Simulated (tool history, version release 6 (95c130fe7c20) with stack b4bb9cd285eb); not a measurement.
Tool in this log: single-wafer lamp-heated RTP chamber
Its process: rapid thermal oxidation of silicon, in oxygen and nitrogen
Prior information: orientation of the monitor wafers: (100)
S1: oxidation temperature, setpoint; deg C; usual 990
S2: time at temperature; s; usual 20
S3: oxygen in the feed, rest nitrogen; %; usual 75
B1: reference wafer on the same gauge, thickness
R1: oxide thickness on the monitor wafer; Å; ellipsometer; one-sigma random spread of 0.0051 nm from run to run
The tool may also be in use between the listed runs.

run,hour,S1,S2,S3,B1,R1
1,0,990,20,75,3.31,34.23
2,39.2,990,20,75,3.309,34.28
3,106.2,990,20,75,3.309,34.35
4,131.8,990,20,75,3.31,34.23
5,201.4,990,17,75,3.309,32.5
6,237.8,990,17,75,3.31,32.6
7,299.7,990,17,75,3.309,32.54
8,381.3,990,20,75,3.31,34.51
9,417.9,990,20,75,3.31,34.45
10,487.9,990,20,75,3.309,34.64
11,527.8,990,20,75,3.31,34.63
12,585.2,990,20,75,3.31,34.7
# hour 632.9: pyrometer window cleaned and pyrometer calibrated
# hour 640.1: oxygen flow controller replaced
# hour 721.7: gauge calibrated
13,767.5,996,20,75,3.311,35.49
14,794.6,996,20,75,3.31,35.49
15,837.1,1005,11,65,3.31,29.85
16,897.2,979,27,85,3.31,36.95
17,922.6,1012,20,75,3.31,39.24
18,977.9,990,29,67,3.309,37.94
19,1015.7,990,11,98,3.31,30.38
20,1059.5,990,20,75,3.31,34.41
21,1098.4,990,20,75,3.31,34.37
22,1153.5,1009,10,85,3.31,31.71
23,1194.9,990,13,75,3.31,30.04
24,1246.6,990,20,75,3.31,34.57
25,1299.5,990,29,67,3.309,38.25
# hour 1364.7: pyrometer window cleaned and pyrometer calibrated
26,1366.4,998,13,48,3.31,28.2
27,1399.6,990,24,89,3.31,38.31
28,1430.1,990,11,96,3.309,30.11
29,1495.2,990,20,75,3.311,34.26
30,1681.4,990,12,98,3.311,31.17
31,1721.9,1002,20,75,3.31,36.9
32,1769.9,961,29,98,3.31,35.27
33,1820.3,990,20,75,3.309,34.46
34,1845.3,1009,26,49,3.31,37.81
35,1893.4,990,27,75,3.31,38.44
36,1933,990,20,58,3.311,32.47
37,1971,964,13,75,3.309,26.75
# hour 2003.1: pyrometer window cleaned and pyrometer calibrated
38,2010.4,964,20,63,3.309,28.83

Forecast each of these 4 alternatives for the next run:
A,2010.9,990,20,75,?,?
B,2010.9,967,15,62,?,?
C,2010.9,1019,30,53,?,?
D,2010.9,976,29,83,?,?

run,B1,R1
A,3.31,34.41
B,3.31,27.1
C,3.31,43.43
D,3.31,36.99
With the hidden condition removed and each run's random variation left untouched, the same runs would have given:
run,R1
A,34.23
B,26.96
C,42.96
D,36.84
